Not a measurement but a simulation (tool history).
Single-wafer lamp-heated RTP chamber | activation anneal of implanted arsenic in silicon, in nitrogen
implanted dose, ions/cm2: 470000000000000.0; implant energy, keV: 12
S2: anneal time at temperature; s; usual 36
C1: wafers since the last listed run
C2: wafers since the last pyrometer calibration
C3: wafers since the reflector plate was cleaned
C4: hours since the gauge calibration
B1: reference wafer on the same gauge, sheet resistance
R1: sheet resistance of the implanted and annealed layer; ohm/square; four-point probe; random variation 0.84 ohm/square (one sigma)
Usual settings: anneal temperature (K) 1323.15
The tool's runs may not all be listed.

{"run": 1, "hour": 0.0, "anneal temperature (K)": 1303.15, "S2": 36, "C1": 0, "C2": 2174, "C3": 4157, "C4": 216.4, "B1": 249.26, "R1": 244.63}
{"run": 2, "hour": 28.5, "anneal temperature (K)": 1303.15, "S2": 36, "C1": 239, "C2": 2414, "C3": 4396, "C4": 244.9, "B1": 248.98, "R1": 242.19}
{"run": 3, "hour": 61.2, "anneal temperature (K)": 1323.15, "S2": 36, "C1": 274, "C2": 2688, "C3": 4671, "C4": 277.6, "B1": 248.93, "R1": 236.53}
{"run": 4, "hour": 106.9, "anneal temperature (K)": 1323.15, "S2": 36, "C1": 383, "C2": 3072, "C3": 5055, "C4": 323.3, "B1": 249.07, "R1": 236.79}
{"hour": 140.6, "done": "gauge calibrated"}
{"run": 5, "hour": 151.0, "anneal temperature (K)": 1323.15, "S2": 36, "C1": 370, "C2": 3442, "C3": 5425, "C4": 10.4, "B1": 248.85, "R1": 237.7}
{"run": 6, "hour": 219.3, "anneal temperature (K)": 1323.15, "S2": 36, "C1": 573, "C2": 4015, "C3": 5998, "C4": 78.7, "B1": 249.05, "R1": 236.81}
{"run": 7, "hour": 266.6, "anneal temperature (K)": 1312.15, "S2": 36, "C1": 397, "C2": 4412, "C3": 6395, "C4": 126.0, "B1": 249.16, "R1": 238.38}
{"run": 8, "hour": 323.6, "anneal temperature (K)": 1312.15, "S2": 36, "C1": 478, "C2": 4891, "C3": 6873, "C4": 183.0, "B1": 249.23, "R1": 238.34}
{"hour": 356.7, "done": "reflector plate cleaned"}
{"run": 9, "hour": 361.6, "anneal temperature (K)": 1341.15, "S2": 25, "C1": 251, "C2": 5142, "C3": 41, "C4": 221.0, "B1": 248.69, "R1": 233.17}
{"run": 10, "hour": 388.3, "anneal temperature (K)": 1314.15, "S2": 49, "C1": 224, "C2": 5366, "C3": 265, "C4": 247.7, "B1": 248.94, "R1": 230.65}
{"hour": 439.1, "done": "gauge calibrated"}
{"run": 11, "hour": 440.9, "anneal temperature (K)": 1294.15, "S2": 44, "C1": 441, "C2": 5808, "C3": 706, "C4": 1.8, "B1": 249.15, "R1": 239.46}
{"hour": 451.9, "done": "pyrometer window cleaned and pyrometer calibrated"}
{"run": 12, "hour": 470.7, "anneal temperature (K)": 1323.15, "S2": 24, "C1": 182, "C2": 158, "C3": 889, "C4": 31.6, "B1": 248.93, "R1": 245.26}
{"run": 13, "hour": 530.1, "anneal temperature (K)": 1312.15, "S2": 36, "C1": 498, "C2": 656, "C3": 1388, "C4": 91.0, "B1": 248.84, "R1": 242.32}
{"run": 14, "hour": 555.8, "anneal temperature (K)": 1323.15, "S2": 56, "C1": 215, "C2": 872, "C3": 1603, "C4": 116.7, "B1": 249.06, "R1": 230.79}
{"run": 15, "hour": 580.5, "anneal temperature (K)": 1314.15, "S2": 49, "C1": 207, "C2": 1079, "C3": 1811, "C4": 141.4, "B1": 249.02, "R1": 237.45}
{"run": 16, "hour": 620.8, "anneal temperature (K)": 1343.15, "S2": 27, "C1": 338, "C2": 1418, "C3": 2149, "C4": 181.7, "B1": 249.11, "R1": 236.31}
{"run": 17, "hour": 654.1, "anneal temperature (K)": 1340.15, "S2": 42, "C1": 279, "C2": 1697, "C3": 2428, "C4": 215.0, "B1": 249.25, "R1": 229.49}

4 ways to go on from here, each from the tool as it stands after run 17. What would each give?
{"run": "A", "hour": 654.5, "anneal temperature (K)": 1348.15, "S2": 36, "C1": 3, "C2": 1700, "C3": 2432, "C4": 215.4, "B1": "?", "R1": "?"}
{"run": "B", "hour": 654.5, "anneal temperature (K)": 1309.15, "S2": 28, "C1": 3, "C2": 1700, "C3": 2432, "C4": 215.4, "B1": "?", "R1": "?"}
{"run": "C", "hour": 654.5, "anneal temperature (K)": 1323.15, "S2": 28, "C1": 3, "C2": 1700, "C3": 2432, "C4": 215.4, "B1": "?", "R1": "?"}
{"run": "D", "hour": 654.5, "anneal temperature (K)": 1335.15, "S2": 42, "C1": 3, "C2": 1700, "C3": 2432, "C4": 215.4, "B1": "?", "R1": "?"}

run=A B1=248.92 R1=228.17
run=B B1=248.92 R1=245.32
run=C B1=248.92 R1=240.55
run=D B1=248.92 R1=230.17
Without the tool's hidden state the same runs would have given:
run=A R1=228.68
run=B R1=245.83
run=C R1=241.08
run=D R1=230.69
